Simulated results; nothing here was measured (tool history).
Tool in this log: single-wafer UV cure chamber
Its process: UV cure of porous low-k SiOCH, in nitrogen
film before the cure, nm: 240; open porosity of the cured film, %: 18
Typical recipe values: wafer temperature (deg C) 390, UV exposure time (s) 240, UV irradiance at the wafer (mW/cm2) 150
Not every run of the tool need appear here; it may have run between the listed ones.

run      day  wafer temperature (deg C)  UV exposure time (s)  UV irradiance at the wafer (mW/cm2)  wafers since the last listed run  hours since the UV bulbs were replaced  wafers since the quartz window was cleaned  loss of film thickness in the cure (%)
  1        0                        390                   355                                  150                                 0                                   325.4                                         342                                  16.184
  2    3.496                        390                   355                                  150                               498                                   409.3                                         841                                  16.237
  3    6.767                        390                   355                                  150                               466                                   487.8                                        1307                                  16.009
  4    9.208                        390                   350                                  128                               348                                   546.4                                        1655                                  15.401
  5       11                        390                   350                                  128                               255                                   589.4                                        1911                                  15.392
  6   14.683                        390                   350                                  128                               525                                   677.8                                        2436                                  14.978
  7   19.012                        390                   240                                  150                               617                                   781.7                                        3053                                   13.73
      19.962  -- quartz window cleaned
  8   22.888                        390                   240                                  150                               504                                   874.7                                         417                                  13.888
  9   26.167                        390                   240                                  150                               467                                   953.4                                         884                                  13.706
 10    28.25                        390                   240                                  150                               297                                  1003.4                                        1181                                  13.661
 11    31.45                        390                   240                                  150                               456                                  1080.2                                        1637                                  13.963
 12   33.738                        390                   240                                  150                               326                                  1135.1                                        1964                                   13.92
 13   37.017                        390                   240                                  130                               467                                  1213.8                                        2431                                  12.716
 14   39.521                        390                   240                                  150                               357                                  1273.9                                        2788                                  13.482
      41.317  -- quartz window cleaned
 15   41.338                        390                   240                                  150                               211                                  1317.5                                           3                                  13.554
 16   50.088                        397                   280                                  165                              1247                                  1527.5                                        1250                                  15.108
 17   52.112                        397                   110                                  150                               288                                  1576.1                                        1539                                    9.77
 18   54.062                        390                   240                                  150                               278                                  1622.9                                        1817                                  13.126
 19   55.808                        390                   240                                  150                               248                                  1664.8                                        2066                                  13.033
      58.358  -- UV bulbs replaced
 20   59.562                        396                   130                                  166                               487                                    28.9                                        2554                                   9.995
 21   62.675                        390                   240                                  150                               443                                   103.6                                        2997                                  12.193
 22   64.604                        390                   110                                  150                               275                                   149.9                                        3272                                   8.516
      66.146  -- quartz window cleaned
 23   67.938                        390                   240                                  150                               427                                   229.9                                         255                                   12.28
 24   74.058                        397                   300                                  175                               872                                   376.8                                        1128                                  13.608
 25   76.004                        390                   240                                  150                               277                                   423.5                                        1405                                  11.925
      80.033  -- UV bulbs replaced, repeated, since the last time left the tool worse
 26   81.488                        404                   105                                  179                               734                                    34.9                                        2140                                   11.76
 27   85.942                        400                   180                                  178                               635                                   141.8                                        2775                                  14.018
       92.85  -- quartz window cleaned
 28   92.871                        390                   240                                  164                               940                                   308.1                                           2                                  14.524
 29   94.296                        403                   240                                  139                               203                                   342.3                                         206                                  14.269
 30  100.025                        390                   240                                  150                               816                                   479.8                                        1022                                  14.105

Predict each of these 3 candidate next runs independently; none follows another, all start after run 30:
  A  100.042                        390                   240                                  150                                 2                                   480.2                                        1025                                       ?
  B  100.042                        399                   165                                  177                                 2                                   480.2                                        1025                                       ?
  C  100.042                        406                   330                                  168                                 2                                   480.2                                        1025                                       ?

run  loss of film thickness in the cure (%)
  A                                   14.32
  B                                  13.449
  C                                  16.844
Stripped of hidden state, with their random variation kept, the same runs would have yielded:
run  loss of film thickness in the cure (%)
  A                                  14.697
  B                                   13.82
  C                                  17.229

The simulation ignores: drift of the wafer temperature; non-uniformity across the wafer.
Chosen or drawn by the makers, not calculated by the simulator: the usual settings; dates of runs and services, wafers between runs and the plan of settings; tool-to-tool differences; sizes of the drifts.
